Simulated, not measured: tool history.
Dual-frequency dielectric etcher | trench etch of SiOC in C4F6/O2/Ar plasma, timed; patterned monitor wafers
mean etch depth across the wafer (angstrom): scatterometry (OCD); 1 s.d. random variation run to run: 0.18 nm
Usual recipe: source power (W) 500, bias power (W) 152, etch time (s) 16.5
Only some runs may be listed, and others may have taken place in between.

run,hour,source power (W),bias power (W),etch time (s),wafers since the last listed run,hours since the last wet clean,hours since the last source power generator calibration,hours since the last bias power generator calibration,hours since the last upper electrode change,hours since the gauge calibration,"read-back reference wafer on the same gauge, depth_nm",mean etch depth across the wafer (angstrom)
1,0.0,500,136,16.5,0,611.0,3046.5,3820.8,4203.7,2557.2,27.50,341.0
# hour 7.1: source power generator calibrated
2,52.8,500,136,16.5,1169,663.8,45.7,3873.6,4256.5,2610.0,27.53,340.2
# hour 93.0: bias power generator calibrated
3,143.3,500,152,16.5,2073,754.3,136.2,50.3,4347.0,2700.5,27.49,354.0
# hour 197.4: wet clean of the chamber
4,197.9,500,152,16.5,733,0.5,190.8,104.9,4401.6,2755.1,27.51,336.7
5,288.3,500,152,16.5,2166,90.9,281.2,195.3,4492.0,2845.5,27.51,341.3
6,393.8,380,152,16.5,2528,196.4,386.7,300.8,4597.5,2951.0,27.51,310.4
7,458.8,390,188,16.5,1557,261.4,451.7,365.8,4662.5,3016.0,27.52,334.2
# hour 541.9: gauge calibrated
8,699.7,410,122,19.0,5774,502.3,692.6,606.7,4903.4,157.8,27.51,349.8
9,766.0,500,152,16.5,1589,568.6,758.9,673.0,4969.7,224.1,27.49,349.3
10,859.1,500,186,12.5,2231,661.7,852.0,766.1,5062.8,317.2,27.48,278.8
11,963.0,560,186,18.0,2490,765.6,955.9,870.0,5166.7,421.1,27.52,426.1
12,1016.0,500,167,16.5,1270,818.6,1008.9,923.0,5219.7,474.1,27.54,366.8
# hour 1061.0: upper electrode replaced, of another model than before
# hour 1082.4: wet clean of the chamber
13,1082.9,600,131,16.5,514,0.5,1075.8,989.9,21.9,541.0,27.49,329.8
14,1277.7,400,152,13.5,4669,195.3,1270.6,1184.7,216.7,735.8,27.52,264.6
15,1359.6,500,166,15.0,1963,277.2,1352.5,1266.6,298.6,817.7,27.50,327.7
16,1447.9,600,132,19.5,2116,365.5,1440.8,1354.9,386.9,906.0,27.49,402.7
17,1508.8,570,179,14.5,1459,426.4,1501.7,1415.8,447.8,966.9,27.48,341.0
18,1584.5,600,142,19.5,1814,502.1,1577.4,1491.5,523.5,1042.6,27.51,416.3
19,1689.3,430,138,16.5,2511,606.9,1682.2,1596.3,628.3,1147.4,27.49,319.8
20,1759.1,470,187,12.5,1673,676.7,1752.0,1666.1,698.1,1217.2,27.51,289.1
# hour 1807.0: wet clean of the chamber
21,1811.0,500,152,12.5,668,4.0,1803.9,1718.0,750.0,1269.1,27.49,255.5
22,1912.6,600,126,12.5,2435,105.6,1905.5,1819.6,851.6,1370.7,27.48,247.3
23,1964.1,500,152,19.0,1234,157.1,1957.0,1871.1,903.1,1422.2,27.49,395.4
24,2003.4,500,133,16.5,941,196.4,1996.3,1910.4,942.4,1461.5,27.53,320.3
25,2046.3,500,152,16.5,1028,239.3,2039.2,1953.3,985.3,1504.4,27.50,346.2
26,2216.5,500,161,16.5,4079,409.5,2209.4,2123.5,1155.5,1674.6,27.50,360.7
27,2323.1,500,152,16.5,2555,516.1,2316.0,2230.1,1262.1,1781.2,27.49,346.1
28,2408.6,600,131,16.5,2049,601.6,2401.5,2315.6,1347.6,1866.7,27.47,341.7
29,2483.6,500,152,16.5,1797,676.6,2476.5,2390.6,1422.6,1941.7,27.50,351.0
30,2548.0,500,152,16.5,1543,741.0,2540.9,2455.0,1487.0,2006.1,27.51,354.1

Had the tool no unlogged condition, and each run kept its random variation, what would the results have been?
Hidden conditions of the tool in this case: etch rate over this chamber's usual, %; source power that arrives over what is set, %; bias power that arrives over what is set, %; gauge reads high (%).
run,mean etch depth across the wafer (angstrom)
1,327.1
2,325.2
3,336.5
4,336.6
5,339.2
6,306.4
7,328.5
8,338.7
9,336.8
10,267.2
11,405.8
12,348.1
13,329.6
14,261.1
15,321.7
16,393.1
17,331.6
18,402.9
19,307.4
20,276.7
21,253.5
22,243.8
23,388.6
24,314.0
25,338.4
26,348.8
27,332.5
28,326.5
29,333.8
30,335.4
